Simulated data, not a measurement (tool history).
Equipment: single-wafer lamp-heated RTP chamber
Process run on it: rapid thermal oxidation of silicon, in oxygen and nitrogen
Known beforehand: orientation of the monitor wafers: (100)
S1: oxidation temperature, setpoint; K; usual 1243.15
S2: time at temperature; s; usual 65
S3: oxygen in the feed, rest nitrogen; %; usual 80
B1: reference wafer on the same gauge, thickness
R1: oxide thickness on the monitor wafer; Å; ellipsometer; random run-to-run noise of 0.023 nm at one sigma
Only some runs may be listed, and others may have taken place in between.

Run 1, hour 0.0: usual settings; B1 5.043. Result: R1 46.32 Å.
Run 2, hour 63.0: usual settings; B1 5.042. Result: R1 46.52 Å.
Run 3, hour 111.6: usual settings; B1 5.042. Result: R1 46.98 Å.
At hour 166.8: pyrometer window cleaned and pyrometer calibrated.
Run 4, hour 171.0: usual settings; B1 5.037. Result: R1 45.62 Å.
Run 5, hour 217.7: usual settings; B1 5.043. Result: R1 45.73 Å.
Run 6, hour 245.0: usual settings; B1 5.044. Result: R1 46.06 Å.
Run 7, hour 300.6: usual settings but S1 1262.15 K, S3 98 %; B1 5.036. Result: R1 56.66 Å.
Run 8, hour 354.3: usual settings but S1 1262.15 K, S3 98 %; B1 5.038. Result: R1 57.03 Å.
Run 9, hour 389.4: usual settings; B1 5.043. Result: R1 47.07 Å.
At hour 456.9: pyrometer window cleaned and pyrometer calibrated.
Run 10, hour 457.4: usual settings; B1 5.036. Result: R1 45.51 Å.
Run 11, hour 491.7: usual settings but S2 94 s, S3 61 %; B1 5.042. Result: R1 48.67 Å.
Run 12, hour 531.1: usual settings but S1 1231.15 K, S2 43 s, S3 52 %; B1 5.039. Result: R1 32.01 Å.
Run 13, hour 572.1: usual settings but S3 91 %; B1 5.041. Result: R1 47.47 Å.
At hour 624.5: gauge calibrated.
Run 14, hour 626.7: usual settings but S1 1269.15 K, S2 52 s; B1 5.044. Result: R1 50.50 Å.
Run 15, hour 667.9: usual settings but S1 1224.15 K, S2 77 s, S3 93 %; B1 5.037. Result: R1 45.96 Å.
Run 16, hour 717.8: usual settings but S1 1252.15 K, S2 89 s, S3 52 %; B1 5.030. Result: R1 49.55 Å.
At hour 782.1: oxygen flow controller replaced.
Run 17, hour 782.6: usual settings but S1 1227.15 K, S2 85 s, S3 66 %; B1 5.043. Result: R1 44.86 Å.
At hour 796.8: pyrometer window cleaned and pyrometer calibrated.
Run 18, hour 990.2: usual settings but S1 1252.15 K, S2 56 s; B1 5.034. Result: R1 46.43 Å.
Run 19, hour 1049.5: usual settings; B1 5.038. Result: R1 47.33 Å.

The next listed run, before its measurement:
At hour 1102.1: pyrometer window cleaned and pyrometer calibrated.
Run 20, hour 1102.6: usual settings but S1 1267.15 K, S2 96 s; B1 ?. Result: R1 ?.

Run 20 gave B1 5.041, R1 64.09 Å.
On a tool with no hidden condition, and with the same random variation, this run would have come out at R1 64.06 Å.
